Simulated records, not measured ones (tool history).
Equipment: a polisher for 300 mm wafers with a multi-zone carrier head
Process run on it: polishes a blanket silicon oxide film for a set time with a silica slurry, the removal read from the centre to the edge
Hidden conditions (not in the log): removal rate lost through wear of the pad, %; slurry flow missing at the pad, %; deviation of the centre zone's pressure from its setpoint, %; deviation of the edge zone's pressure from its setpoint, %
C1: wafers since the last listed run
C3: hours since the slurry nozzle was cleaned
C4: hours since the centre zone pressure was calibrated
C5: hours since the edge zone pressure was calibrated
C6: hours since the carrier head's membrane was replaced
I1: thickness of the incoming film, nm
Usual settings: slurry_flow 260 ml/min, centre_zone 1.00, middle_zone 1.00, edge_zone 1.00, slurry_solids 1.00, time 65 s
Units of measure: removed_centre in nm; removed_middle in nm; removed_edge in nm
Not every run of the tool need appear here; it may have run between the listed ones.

Run 1, hour 0.0: usual settings; C1 0; wafers polished on this pad 645; C3 339.1; C4 1493.3; C5 503.0; C6 1667.3; I1 1471.1. Result: removed_centre 184.9 nm, removed_middle 177.1 nm, removed_edge 180.8 nm.
Run 2, hour 8.6: usual settings; C1 100; wafers polished on this pad 746; C3 347.7; C4 1501.9; C5 511.6; C6 1675.9; I1 1485.5. Result: removed_centre 181.0 nm, removed_middle 178.8 nm, removed_edge 180.5 nm.
At hour 16.6: carrier head's membrane replaced by a new one.
At hour 21.7: slurry nozzle cleaned.
At hour 29.7: edge zone pressure recalibrated.
At hour 47.3: worn pad replaced by a new one.
Run 3, hour 61.8: usual settings but edge_zone 0.88, time 73 s; C1 482; wafers polished on this pad 170; C3 40.1; C4 1555.1; C5 32.1; C6 45.2; I1 1474.4. Result: removed_centre 216.6 nm, removed_middle 204.6 nm, removed_edge 199.2 nm.
Run 4, hour 76.8: usual settings but slurry_solids 0.85, time 55 s; C1 175; wafers polished on this pad 345; C3 55.1; C4 1570.1; C5 47.1; C6 60.2; I1 1483.8. Result: removed_centre 136.8 nm, removed_middle 132.9 nm, removed_edge 139.2 nm.
Run 5, hour 85.7: usual settings but time 58 s; C1 104; wafers polished on this pad 449; C3 64.0; C4 1579.0; C5 56.0; C6 69.1; I1 1500.9. Result: removed_centre 164.0 nm, removed_middle 162.1 nm, removed_edge 161.2 nm.
Run 6, hour 94.6: usual settings but edge_zone 1.07, slurry_solids 1.10, time 42 s; C1 104; wafers polished on this pad 553; C3 72.9; C4 1587.9; C5 64.9; C6 78.0; I1 1497.1. Result: removed_centre 125.4 nm, removed_middle 124.0 nm, removed_edge 128.9 nm.
Run 7, hour 106.8: usual settings; C1 142; wafers polished on this pad 696; C3 85.1; C4 1600.1; C5 77.1; C6 90.2; I1 1473.3. Result: removed_centre 176.4 nm, removed_middle 177.4 nm, removed_edge 179.9 nm.
Run 8, hour 124.7: usual settings but centre_zone 1.08, edge_zone 0.95; C1 209; wafers polished on this pad 906; C3 103.0; C4 1618.0; C5 95.0; C6 108.1; I1 1454.9. Result: removed_centre 185.9 nm, removed_middle 175.9 nm, removed_edge 174.7 nm.
At hour 131.6: centre zone pressure recalibrated.
Run 9, hour 133.5: usual settings but time 55 s; C1 79; wafers polished on this pad 985; C3 111.8; C4 1.9; C5 103.8; C6 116.9; I1 1465.6. Result: removed_centre 147.1 nm, removed_middle 147.9 nm, removed_edge 150.2 nm.
At hour 181.0: worn pad replaced by a new one.
Run 10, hour 182.2: usual settings but slurry_flow 290 ml/min, time 47 s; C1 523; wafers polished on this pad 13; C3 160.5; C4 50.6; C5 152.5; C6 165.6; I1 1492.0. Result: removed_centre 138.1 nm, removed_middle 136.3 nm, removed_edge 140.4 nm.
Run 11, hour 199.6: usual settings but slurry_flow 335 ml/min; C1 203; wafers polished on this pad 217; C3 177.9; C4 68.0; C5 169.9; C6 183.0; I1 1453.6. Result: removed_centre 190.0 nm, removed_middle 187.1 nm, removed_edge 191.6 nm.
Run 12, hour 213.6: usual settings; C1 163; wafers polished on this pad 381; C3 191.9; C4 82.0; C5 183.9; C6 197.0; I1 1476.8. Result: removed_centre 184.9 nm, removed_middle 180.5 nm, removed_edge 183.0 nm.
Run 13, hour 222.7: usual settings but middle_zone 0.90, edge_zone 1.05, slurry_solids 0.85, time 50 s; C1 106; wafers polished on this pad 487; C3 201.0; C4 91.1; C5 193.0; C6 206.1; I1 1476.5. Result: removed_centre 127.1 nm, removed_middle 110.8 nm, removed_edge 127.3 nm.
Run 14, hour 229.7: usual settings; C1 81; wafers polished on this pad 569; C3 208.0; C4 98.1; C5 200.0; C6 213.1; I1 1453.2. Result: removed_centre 181.5 nm, removed_middle 176.1 nm, removed_edge 181.8 nm.
Run 15, hour 235.8: usual settings but time 51 s; C1 71; wafers polished on this pad 641; C3 214.1; C4 104.2; C5 206.1; C6 219.2; I1 1461.9. Result: removed_centre 139.2 nm, removed_middle 141.0 nm, removed_edge 140.4 nm.
Run 16, hour 253.5: usual settings; C1 207; wafers polished on this pad 848; C3 231.8; C4 121.9; C5 223.8; C6 236.9; I1 1458.0. Result: removed_centre 179.9 nm, removed_middle 176.9 nm, removed_edge 183.1 nm.
Run 17, hour 260.2: usual settings; C1 78; wafers polished on this pad 926; C3 238.5; C4 128.6; C5 230.5; C6 243.6; I1 1438.0. Result: removed_centre 178.3 nm, removed_middle 174.7 nm, removed_edge 176.6 nm.
Run 18, hour 277.9: usual settings but slurry_flow 305 ml/min, time 73 s; C1 207; wafers polished on this pad 1133; C3 256.2; C4 146.3; C5 248.2; C6 261.3; I1 1450.1. Result: removed_centre 201.2 nm, removed_middle 197.1 nm, removed_edge 209.8 nm.
Run 19, hour 284.6: usual settings; C1 78; wafers polished on this pad 1212; C3 262.9; C4 153.0; C5 254.9; C6 268.0; I1 1494.1. Result: removed_centre 174.3 nm, removed_middle 174.5 nm, removed_edge 179.5 nm.
At hour 288.8: worn pad replaced by a new one.
Run 20, hour 315.9: usual settings but slurry_flow 180 ml/min, edge_zone 1.09; C1 319; wafers polished on this pad 316; C3 294.2; C4 184.3; C5 286.2; C6 299.3; I1 1468.0. Result: removed_centre 173.3 nm, removed_middle 170.3 nm, removed_edge 180.9 nm.

Consider 5 possible next runs. They are alternatives, not a sequence: every one starts from the tool as it was left by run 20. What does each give?
Run A, hour 316.3: usual settings; C1 4; wafers polished on this pad 321; C3 294.6; C4 184.7; C5 286.6; C6 299.7; I1 1481.0. Result: removed_centre ?, removed_middle ?, removed_edge ?.
Run B, hour 316.3: usual settings but slurry_flow 200 ml/min, slurry_solids 1.25; C1 4; wafers polished on this pad 321; C3 294.6; C4 184.7; C5 286.6; C6 299.7; I1 1481.0. Result: removed_centre ?, removed_middle ?, removed_edge ?.
Run C, hour 316.3: usual settings but middle_zone 1.06, edge_zone 1.11, slurry_solids 0.90, time 72 s; C1 4; wafers polished on this pad 321; C3 294.6; C4 184.7; C5 286.6; C6 299.7; I1 1481.0. Result: removed_centre ?, removed_middle ?, removed_edge ?.
Run D, hour 316.3: usual settings but slurry_flow 220 ml/min, centre_zone 1.06, middle_zone 0.96, time 57 s; C1 4; wafers polished on this pad 321; C3 294.6; C4 184.7; C5 286.6; C6 299.7; I1 1481.0. Result: removed_centre ?, removed_middle ?, removed_edge ?.
Run E, hour 316.3: usual settings but slurry_flow 290 ml/min, edge_zone 1.06, slurry_solids 0.80; C1 4; wafers polished on this pad 321; C3 294.6; C4 184.7; C5 286.6; C6 299.7; I1 1481.0. Result: removed_centre ?, removed_middle ?, removed_edge ?.

run  removed_centre  removed_middle  removed_edge
  A           184.5           180.3         187.9
  B           201.2           197.4         207.7
  C           189.9           194.8         202.4
  D           166.4           149.3         162.0
  E           157.9           154.1         164.3
Stripped of hidden state, with their random variation kept, the same runs would have yielded:
run  removed_centre  removed_middle  removed_edge
  A           193.4           188.9         196.9
  B           210.8           206.8         217.6
  C           199.0           204.1         212.1
  D           174.3           156.4         169.8
  E           165.5           161.5         172.2

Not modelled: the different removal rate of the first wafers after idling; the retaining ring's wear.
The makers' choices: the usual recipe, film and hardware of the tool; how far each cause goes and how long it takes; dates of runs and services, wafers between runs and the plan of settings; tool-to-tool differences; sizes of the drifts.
